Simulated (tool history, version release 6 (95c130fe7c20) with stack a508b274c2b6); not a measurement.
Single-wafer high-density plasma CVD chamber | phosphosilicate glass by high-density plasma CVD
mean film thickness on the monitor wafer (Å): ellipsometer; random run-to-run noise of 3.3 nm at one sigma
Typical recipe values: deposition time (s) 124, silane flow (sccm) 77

run,hour,deposition time (s),silane flow (sccm),"read-back reference wafer on the same gauge, thickness_nm",mean film thickness on the monitor wafer (Å)
1,0,124,77,1058.482,9456.6
2,99.5,124,77,1059.252,9490.66
3,169,106,77,1059.706,8119
4,215.9,106,77,1057.343,8074.83
5,278.1,106,77,1058.194,8071.24
6,386,124,77,1059.53,9407.86
7,493.2,124,77,1058.349,9412.91
8,582.3,124,77,1059.939,9404.63
9,686.1,124,77,1059.063,9423.16
10,762.5,124,77,1058.565,9517.69
11,847,143,87,1060.593,12347.13
12,947.9,143,87,1059.848,12371.84
13,990.5,143,87,1059.652,12323.41
14,1095,124,85,1058.63,10404.35
15,1144.8,124,85,1060.186,10430.82
16,1245.9,124,85,1059.561,10451.16
# hour 1330.1: silane flow controller replaced
17,1330.6,130,65,1058.705,8342.09
18,1423.3,130,65,1057.269,8351.56
19,1500.4,118,77,1059.864,8972.91
20,1586.7,118,77,1059.924,8998.87
21,1658,118,77,1059.11,8994.17
22,1757.8,124,77,1058.691,9437.86
23,1809.6,106,71,1058.557,7389.66
24,1866.4,124,82,1058.833,10102.03
25,1913.5,105,82,1059.491,8527.02
26,1954.3,108,91,1060.24,9753.34
27,2000.3,104,88,1059.132,9019.71
28,2100.2,124,77,1058.098,9473.16
29,2183.5,124,77,1059.138,9443.18
30,2230.2,124,77,1059.336,9406.34
31,2333.5,124,77,1059.133,9405.41
32,2372.1,149,88,1058.65,12923.86
33,2412.4,124,77,1060.08,9487.09
34,2477.4,124,77,1058.775,9395.47
35,2532,110,66,1058.385,7185.39
# hour 2538.9: gauge calibrated
36,2715.4,142,66,1059.101,9251.22
37,2807.5,124,77,1058.01,9439.19
38,2899.2,145,90,1057.931,12870.08
39,2961.7,117,69,1060.522,7984.77
40,3033.8,110,81,1058.208,8799.95
41,3110,124,77,1059.823,9417.21
42,3185.2,148,85,1058.89,12390.67
43,3288.9,124,86,1060.344,10536.89
44,3342.8,136,73,1059.266,9857.19
45,3435.8,142,91,1058.685,12729.35
46,3495.2,100,70,1058.34,6908.58

Each row is a separate what-if for the run after 46, all from the same tool condition, not one after another. Results?
A,3495.6,124,77,?,?
B,3495.6,105,77,?,?
C,3495.6,140,77,?,?
D,3495.6,136,85,?,?

run,"read-back reference wafer on the same gauge, thickness_nm",mean film thickness on the monitor wafer (Å)
A,1059.678,9421.22
B,1059.678,7977.64
C,1059.678,10636.86
D,1059.678,11406.5
Without the tool's hidden state the same runs would have given:
run,mean film thickness on the monitor wafer (Å)
A,9421.22
B,7977.64
C,10636.86
D,11406.5
